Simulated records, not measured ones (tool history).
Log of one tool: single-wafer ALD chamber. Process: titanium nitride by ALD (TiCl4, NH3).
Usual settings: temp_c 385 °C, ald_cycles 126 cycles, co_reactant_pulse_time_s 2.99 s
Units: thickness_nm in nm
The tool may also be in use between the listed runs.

run   hour  temp_c  ald_cycles  co_reactant_pulse_time_s  wafers since the last listed run  hours since the last thermocouple change  hours since the showerhead was replaced  hours since the gauge calibration  read-back reference wafer on the same gauge, thickness_nm  thickness_nm
  1    0.0     385         126                      2.99                                 0                                    2620.5                                   3587.9                              191.3                                                      3.192         2.755
  2   10.4     385         126                      2.99                                14                                    2630.9                                   3598.3                              201.7                                                      3.188         2.761
  3   17.2     385         126                      2.99                                 9                                    2637.7                                   3605.1                              208.5                                                      3.187         2.761
  4   28.3     385         126                      2.99                                15                                    2648.8                                   3616.2                              219.6                                                      3.192         2.747
  5   42.9     385         126                      2.99                                20                                    2663.4                                   3630.8                              234.2                                                      3.183         2.749
  6   57.4     385         126                      2.99                                20                                    2677.9                                   3645.3                              248.7                                                      3.180         2.750
  7   73.6     385         126                      2.99                                22                                    2694.1                                   3661.5                              264.9                                                      3.175         2.735
      84.8  -- gauge calibrated
  8   89.3     385         126                      2.99                                21                                    2709.8                                   3677.2                                4.5                                                      3.215         2.781
     111.3  -- thermocouple changed; heater temperature recalibrated
  9  111.8     385         126                      2.99                                20                                       0.5                                   3699.7                               27.0                                                      3.214         2.783
 10  117.6     390         143                      3.58                                 8                                       6.3                                   3705.5                               32.8                                                      3.215         3.173
 11  130.8     385         107                      2.52                                18                                      19.5                                   3718.7                               46.0                                                      3.213         2.346
     143.5  -- showerhead replaced
 12  144.0     377         109                      2.99                                 7                                      32.7                                      0.5                               59.2                                                      3.210         2.395
 13  155.9     393         126                      3.41                                16                                      44.6                                     12.4                               71.1                                                      3.210         2.817
 14  203.9     385         113                      3.45                                66                                      92.6                                     60.4                              119.1                                                      3.209         2.503
 15  220.3     385         139                      2.23                                22                                     109.0                                     76.8                              135.5                                                      3.203         3.017

Forecast each of these 3 alternatives for the next run:
  A  221.0     385         126                      2.99                                 0                                     109.7                                     77.5                              136.2                                                          ?             ?
  B  221.0     374         146                      4.01                                 0                                     109.7                                     77.5                              136.2                                                          ?             ?
  C  221.0     399         119                      2.59                                 0                                     109.7                                     77.5                              136.2                                                          ?             ?

run  read-back reference wafer on the same gauge, thickness_nm  thickness_nm
  A                                                      3.207         2.753
  B                                                      3.207         3.209
  C                                                      3.207         2.611
Without the tool's hidden state the same runs would have given:
run  thickness_nm
  A         2.759
  B         3.215
  C         2.616
